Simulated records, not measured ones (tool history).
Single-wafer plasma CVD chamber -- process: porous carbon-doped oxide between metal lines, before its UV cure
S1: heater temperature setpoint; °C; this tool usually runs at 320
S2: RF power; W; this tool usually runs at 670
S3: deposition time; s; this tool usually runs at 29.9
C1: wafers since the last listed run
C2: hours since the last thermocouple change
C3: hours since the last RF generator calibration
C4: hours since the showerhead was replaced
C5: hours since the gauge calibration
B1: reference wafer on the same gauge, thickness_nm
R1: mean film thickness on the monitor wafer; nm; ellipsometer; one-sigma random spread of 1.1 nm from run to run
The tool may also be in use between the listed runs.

run     day   S1   S2    S3    C1      C2      C3      C4     C5       B1       R1
  1   0.000  320  670  29.9     0  3074.3  1141.0  3732.1  286.6  177.981  191.459
      2.617  -- gauge calibrated
  2   4.233  320  670  29.9  1630  3175.9  1242.6  3833.7   38.8  177.931  190.905
      8.667  -- showerhead replaced
      8.900  -- thermocouple changed; heater temperature recalibrated
  3   8.921  323  670  29.9  1586     0.5  1355.1     6.1  151.3  177.734  186.407
  4   9.792  323  670  29.9   335    21.4  1376.0    27.0  172.2  178.318  188.569
  5  11.225  323  670  29.9   552    55.8  1410.4    61.4  206.6  177.937  188.876
  6  12.112  320  585  29.9   341    77.1  1431.7    82.7  227.9  177.883  181.882
  7  12.900  320  585  29.9   303    96.0  1450.6   101.6  246.8  177.930  183.436
  8  13.600  320  585  29.9   269   112.8  1467.4   118.4  263.6  177.797  181.780
  9  14.279  320  670  33.0   261   129.1  1483.7   134.7  279.9  177.952  210.953
     14.392  -- gauge calibrated
     14.950  -- RF generator calibrated
 10  15.742  320  670  29.9   434   164.2    19.0   169.8   32.4  177.641  192.701
 11  16.267  320  670  29.9   202   176.8    31.6   182.4   45.0  177.935  191.828
 12  17.446  334  670  29.9   454   205.1    59.9   210.7   73.3  178.050  180.902
 13  18.871  334  670  26.1   548   239.3    94.1   244.9  107.5  178.022  158.016
 14  19.833  320  630  27.7   370   262.4   117.2   268.0  130.6  178.142  173.673
 15  21.042  332  775  24.7   465   291.4   146.2   297.0  159.6  177.814  158.779
 16  21.621  324  670  27.1   223   305.3   160.1   310.9  173.5  177.647  169.527
 17  22.662  320  780  33.5   401   330.3   185.1   335.9  198.5  177.947  230.960
 18  23.238  320  670  29.9   221   344.1   198.9   349.7  212.3  178.061  192.952
 19  23.938  320  670  29.9   269   360.9   215.7   366.5  229.1  177.947  191.867
 20  25.262  310  670  32.8   510   392.7   247.5   398.3  260.9  178.070  218.022
 21  26.125  320  635  29.9   332   413.4   268.2   419.0  281.6  177.931  187.935

State the hidden condition of the tool at each of the runs:
wafer temperature above the value expected at the setpoint (K): 0, the same for each run
delivered RF power above the setpoint (%): 0, the same for each run
gauge reads high (%): 0, the same for each run
